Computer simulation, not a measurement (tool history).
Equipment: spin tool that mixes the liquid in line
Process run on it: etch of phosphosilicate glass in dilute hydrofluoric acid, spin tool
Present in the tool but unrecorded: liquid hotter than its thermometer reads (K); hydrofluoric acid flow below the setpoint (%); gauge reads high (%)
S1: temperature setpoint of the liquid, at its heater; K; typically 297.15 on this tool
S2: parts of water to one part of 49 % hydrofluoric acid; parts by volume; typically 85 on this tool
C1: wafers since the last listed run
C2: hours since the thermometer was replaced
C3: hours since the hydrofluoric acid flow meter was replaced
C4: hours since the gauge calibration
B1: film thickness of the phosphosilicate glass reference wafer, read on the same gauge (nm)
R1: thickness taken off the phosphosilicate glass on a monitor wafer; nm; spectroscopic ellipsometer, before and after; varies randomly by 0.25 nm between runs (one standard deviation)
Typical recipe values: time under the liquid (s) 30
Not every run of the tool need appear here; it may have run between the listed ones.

Run 1, hour 0: usual settings but S1 298.65 K; C1 0; C2 161.3; C3 627.8; C4 2692.7; B1 109.97. Result: R1 29.33 nm.
Run 2, hour 61.1: usual settings; C1 599; C2 222.4; C3 688.9; C4 2753.8; B1 110.04. Result: R1 27.67 nm.
Run 3, hour 110.6: usual settings; C1 485; C2 271.9; C3 738.4; C4 2803.3; B1 109.97. Result: R1 28.45 nm.
At hour 178.7: hydrofluoric acid flow meter replaced.
Run 4, hour 179.4: usual settings; C1 664; C2 340.7; C3 0.7; C4 2872.1; B1 109.99. Result: R1 28.18 nm.
Run 5, hour 251.2: usual settings; C1 703; C2 412.5; C3 72.5; C4 2943.9; B1 110.03. Result: R1 28.2 nm.
Run 6, hour 352.7: usual settings but S1 294.15 K; C1 995; C2 514; C3 174; C4 3045.4; B1 110.02. Result: R1 24.92 nm.
Run 7, hour 394.6: usual settings but S1 294.15 K; C1 410; C2 555.9; C3 215.9; C4 3087.3; B1 110. Result: R1 25.44 nm.
Run 8, hour 448.5: usual settings but S1 300.15 K; C1 528; C2 609.8; C3 269.8; C4 3141.2; B1 110. Result: R1 31.78 nm.
Run 9, hour 502.2: usual settings but S1 300.15 K; C1 526; C2 663.5; C3 323.5; C4 3194.9; B1 110. Result: R1 31.79 nm.
Run 10, hour 588: usual settings but S1 293.65 K, S2 70 parts by volume; C1 841; C2 749.3; C3 409.3; C4 3280.7; B1 110.02. Result: R1 30.67 nm.
Run 11, hour 637.7: usual settings but S1 295.65 K, S2 100 parts by volume; C1 487; C2 799; C3 459; C4 3330.4; B1 110.01. Result: R1 22.36 nm.
At hour 663.3: thermometer replaced.
Run 12, hour 857.7: usual settings but time under the liquid (s) 15; C1 2147; C2 194.4; C3 679; C4 3550.4; B1 109.95. Result: R1 14.17 nm.
Run 13, hour 908.1: usual settings but S2 50 parts by volume; C1 494; C2 244.8; C3 729.4; C4 3600.8; B1 109.99. Result: R1 49.99 nm.
At hour 942.7: hydrofluoric acid flow meter replaced.
Run 14, hour 964: usual settings; C1 538; C2 300.7; C3 21.3; C4 3656.7; B1 109.99. Result: R1 28.03 nm.
Run 15, hour 1035.1: usual settings; C1 697; C2 371.8; C3 92.4; C4 3727.8; B1 110. Result: R1 28.09 nm.
Run 16, hour 1101.3: usual settings but S1 292.15 K, S2 50 parts by volume; C1 649; C2 438; C3 158.6; C4 3794; B1 110.01. Result: R1 40.73 nm.
Run 17, hour 1208.8: usual settings but S2 100 parts by volume, time under the liquid (s) 20; C1 1053; C2 545.5; C3 266.1; C4 3901.5; B1 110.04. Result: R1 15.85 nm.
At hour 1251: gauge calibrated.
Run 18, hour 1272.3: usual settings but S1 299.65 K, time under the liquid (s) 35; C1 622; C2 609; C3 329.6; C4 21.3; B1 109.95. Result: R1 36.46 nm.
Run 19, hour 1344.6: usual settings but S2 55 parts by volume; C1 708; C2 681.3; C3 401.9; C4 93.6; B1 110.02. Result: R1 45.92 nm.
Run 20, hour 1448.6: usual settings but S1 301.65 K, S2 60 parts by volume, time under the liquid (s) 50; C1 1019; C2 785.3; C3 505.9; C4 197.6; B1 109.94. Result: R1 84.11 nm.
Run 21, hour 1548.8: usual settings but S1 294.15 K, S2 120 parts by volume, time under the liquid (s) 15; C1 982; C2 885.5; C3 606.1; C4 297.8; B1 109.99. Result: R1 8.7 nm.
Run 22, hour 1590.9: usual settings but S1 301.65 K, S2 65 parts by volume, time under the liquid (s) 45; C1 412; C2 927.6; C3 648.2; C4 339.9; B1 109.94. Result: R1 69.69 nm.
Run 23, hour 1681.8: usual settings but S2 110 parts by volume, time under the liquid (s) 15; C1 891; C2 1018.5; C3 739.1; C4 430.8; B1 110.02. Result: R1 10.81 nm.
At hour 1689.8: thermometer replaced.
At hour 1700.9: hydrofluoric acid flow meter replaced.
Run 24, hour 1789: usual settings but S2 50 parts by volume, time under the liquid (s) 15; C1 1031; C2 99.2; C3 88.1; C4 538; B1 109.93. Result: R1 24.4 nm.
Run 25, hour 1828: usual settings but S1 301.65 K, S2 65 parts by volume, time under the liquid (s) 50; C1 382; C2 138.2; C3 127.1; C4 577; B1 110. Result: R1 73.77 nm.
Run 26, hour 2021: usual settings; C1 1892; C2 331.2; C3 320.1; C4 770; B1 109.97. Result: R1 28.33 nm.
Run 27, hour 2076.8: usual settings but S1 295.65 K, time under the liquid (s) 40; C1 547; C2 387; C3 375.9; C4 825.8; B1 110.02. Result: R1 34.56 nm.
Run 28, hour 2150.7: usual settings; C1 724; C2 460.9; C3 449.8; C4 899.7; B1 109.98. Result: R1 28.37 nm.
Run 29, hour 2193.6: usual settings but S1 295.15 K; C1 420; C2 503.8; C3 492.7; C4 942.6; B1 110.04. Result: R1 26.64 nm.
Run 30, hour 2249.3: usual settings; C1 546; C2 559.5; C3 548.4; C4 998.3; B1 110. Result: R1 28.87 nm.
Run 31, hour 2310.7: usual settings but S1 298.65 K, time under the liquid (s) 15; C1 601; C2 620.9; C3 609.8; C4 1059.7; B1 109.99. Result: R1 15.04 nm.
Run 32, hour 2403.5: usual settings but S2 60 parts by volume, time under the liquid (s) 25; C1 909; C2 713.7; C3 702.6; C4 1152.5; B1 109.96. Result: R1 35.01 nm.

For run 33, what comes out?
Run 33, hour 2444.4: usual settings but S1 302.15 K, S2 65 parts by volume, time under the liquid (s) 25; C1 400; C2 754.6; C3 743.5; C4 1193.4; B1 ?. Result: R1 ?.

B1: 109.98
R1: 38.56 nm
Had the tool carried no hidden state, the very same run would have given R1 37.02 nm.
